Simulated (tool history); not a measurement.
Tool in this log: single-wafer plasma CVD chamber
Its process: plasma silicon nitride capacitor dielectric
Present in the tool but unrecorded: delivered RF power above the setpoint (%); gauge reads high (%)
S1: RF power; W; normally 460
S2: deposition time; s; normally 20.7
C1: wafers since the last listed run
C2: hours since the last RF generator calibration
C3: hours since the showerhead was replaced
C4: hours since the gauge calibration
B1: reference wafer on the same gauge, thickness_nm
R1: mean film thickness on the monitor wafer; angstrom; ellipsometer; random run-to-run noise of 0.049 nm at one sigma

run 1 hour=0 | S1=460 S2=20.7 | C1=0 C2=951.3 C3=4487.7 C4=147.4 | B1=34.082 | R1=286.24
run 2 hour=10.5 | S1=460 S2=20.7 | C1=305 C2=961.8 C3=4498.2 C4=157.9 | B1=34.081 | R1=286.04
run 3 hour=25.1 | S1=460 S2=20.7 | C1=424 C2=976.4 C3=4512.8 C4=172.5 | B1=34.083 | R1=286.35
run 4 hour=37.6 | S1=460 S2=20.7 | C1=363 C2=988.9 C3=4525.3 C4=185 | B1=34.081 | R1=286.99
run 5 hour=45.2 | S1=415 S2=20.7 | C1=220 C2=996.5 C3=4532.9 C4=192.6 | B1=34.095 | R1=271.98
run 6 hour=57.6 | S1=415 S2=20.7 | C1=360 C2=1008.9 C3=4545.3 C4=205 | B1=34.09 | R1=272.62
-- hour=72.9 gauge calibrated
-- hour=107.5 RF generator calibrated
run 7 hour=108.5 | S1=460 S2=20.7 | C1=1247 C2=1 C3=4596.2 C4=35.6 | B1=34.102 | R1=297.14
run 8 hour=119 | S1=460 S2=20.7 | C1=305 C2=11.5 C3=4606.7 C4=46.1 | B1=34.108 | R1=297.07
run 9 hour=135.1 | S1=460 S2=20.7 | C1=468 C2=27.6 C3=4622.8 C4=62.2 | B1=34.114 | R1=296.53
run 10 hour=148.6 | S1=485 S2=24 | C1=392 C2=41.1 C3=4636.3 C4=75.7 | B1=34.108 | R1=352.83
run 11 hour=159.5 | S1=460 S2=20.7 | C1=316 C2=52 C3=4647.2 C4=86.6 | B1=34.111 | R1=296.36
-- hour=170.9 showerhead replaced
run 12 hour=174.1 | S1=460 S2=20.7 | C1=191 C2=66.6 C3=3.2 C4=101.2 | B1=34.096 | R1=295.75
run 13 hour=182.4 | S1=510 S2=20.7 | C1=241 C2=74.9 C3=11.5 C4=109.5 | B1=34.11 | R1=309.51
run 14 hour=198.8 | S1=460 S2=17.3 | C1=476 C2=91.3 C3=27.9 C4=125.9 | B1=34.1 | R1=245.97
run 15 hour=212.4 | S1=460 S2=20.7 | C1=395 C2=104.9 C3=41.5 C4=139.5 | B1=34.115 | R1=294.65
run 16 hour=219.2 | S1=370 S2=20.7 | C1=197 C2=111.7 C3=48.3 C4=146.3 | B1=34.1 | R1=265.69
run 17 hour=226.8 | S1=540 S2=18 | C1=220 C2=119.3 C3=55.9 C4=153.9 | B1=34.107 | R1=274.92
run 18 hour=239.6 | S1=495 S2=20.7 | C1=372 C2=132.1 C3=68.7 C4=166.7 | B1=34.111 | R1=304.4

Run by run, hidden condition taken away, random variation retained:
run=1 R1=298.13
run=2 R1=297.94
run=3 R1=298.31
run=4 R1=299.01
run=5 R1=283.39
run=6 R1=284.09
run=7 R1=297.38
run=8 R1=297.63
run=9 R1=297.56
run=10 R1=354.5
run=11 R1=298.06
run=12 R1=297.84
run=13 R1=311.93
run=14 R1=248.24
run=15 R1=297.69
run=16 R1=268.57
run=17 R1=278.07
run=18 R1=308.2

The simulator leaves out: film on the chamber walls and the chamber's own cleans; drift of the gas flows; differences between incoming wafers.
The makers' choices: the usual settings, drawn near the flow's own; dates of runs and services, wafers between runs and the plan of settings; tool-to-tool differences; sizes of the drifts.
